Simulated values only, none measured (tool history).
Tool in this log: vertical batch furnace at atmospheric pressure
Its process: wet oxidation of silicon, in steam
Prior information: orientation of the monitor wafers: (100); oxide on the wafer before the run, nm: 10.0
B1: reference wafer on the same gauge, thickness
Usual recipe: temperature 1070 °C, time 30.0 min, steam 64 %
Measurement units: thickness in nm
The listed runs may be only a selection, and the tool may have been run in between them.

run 1 day=0.000 | temperature=1070 time=30.0 steam=64 | B1=334.49 | thickness=305.58
run 2 day=2.154 | temperature=1070 time=30.0 steam=64 | B1=335.06 | thickness=304.34
run 3 day=5.325 | temperature=1070 time=30.0 steam=64 | B1=335.03 | thickness=305.22
run 4 day=8.971 | temperature=1070 time=30.0 steam=64 | B1=335.11 | thickness=303.95
run 5 day=22.146 | temperature=1070 time=30.0 steam=64 | B1=334.46 | thickness=301.54
run 6 day=25.867 | temperature=1070 time=30.0 steam=64 | B1=334.75 | thickness=299.31
run 7 day=30.271 | temperature=1070 time=30.0 steam=64 | B1=335.66 | thickness=298.18
run 8 day=32.908 | temperature=1070 time=30.0 steam=64 | B1=335.11 | thickness=299.43
run 9 day=37.021 | temperature=1087 time=15.5 steam=64 | B1=335.23 | thickness=217.15
run 10 day=40.650 | temperature=1058 time=30.0 steam=75 | B1=335.24 | thickness=304.57
-- day=43.175 steam generator serviced
-- day=49.571 gauge calibrated
-- day=51.425 thermocouples replaced and temperature profile calibrated
run 11 day=53.904 | temperature=1058 time=41.5 steam=57 | B1=334.23 | thickness=327.32
run 12 day=56.696 | temperature=1070 time=30.0 steam=57 | B1=334.85 | thickness=286.32
run 13 day=60.900 | temperature=1070 time=30.0 steam=64 | B1=334.90 | thickness=309.81
run 14 day=64.138 | temperature=1048 time=25.0 steam=64 | B1=335.53 | thickness=237.63
run 15 day=65.667 | temperature=1070 time=36.5 steam=68 | B1=335.10 | thickness=363.53
run 16 day=69.700 | temperature=1051 time=21.5 steam=55 | B1=335.40 | thickness=197.70
run 17 day=71.621 | temperature=1052 time=18.5 steam=74 | B1=335.32 | thickness=219.94

Hidden state or all else? Some run-to-run changes of thickness, split into what the settings, what came in and random variation would give without the hidden state, and what is left for the hidden state (with any gauge scatter that isn't in both results):
The hidden state here: true tube temperature minus thermocouple reading, K; steam share off its setpoint, % of the setpoint; gauge reads high (%).
Run 10 -> 11: time 30.0 -> 41.5, steam 75 -> 57, steam generator serviced, gauge calibrated, thermocouples replaced and temperature profile calibrated. thickness +22.75 nm: hidden state +12.42, all else +10.33.
Run 15 -> 16: temperature 1070 -> 1051, time 36.5 -> 21.5, steam 68 -> 55. thickness -165.83 nm: hidden state +0.30, all else -166.13.

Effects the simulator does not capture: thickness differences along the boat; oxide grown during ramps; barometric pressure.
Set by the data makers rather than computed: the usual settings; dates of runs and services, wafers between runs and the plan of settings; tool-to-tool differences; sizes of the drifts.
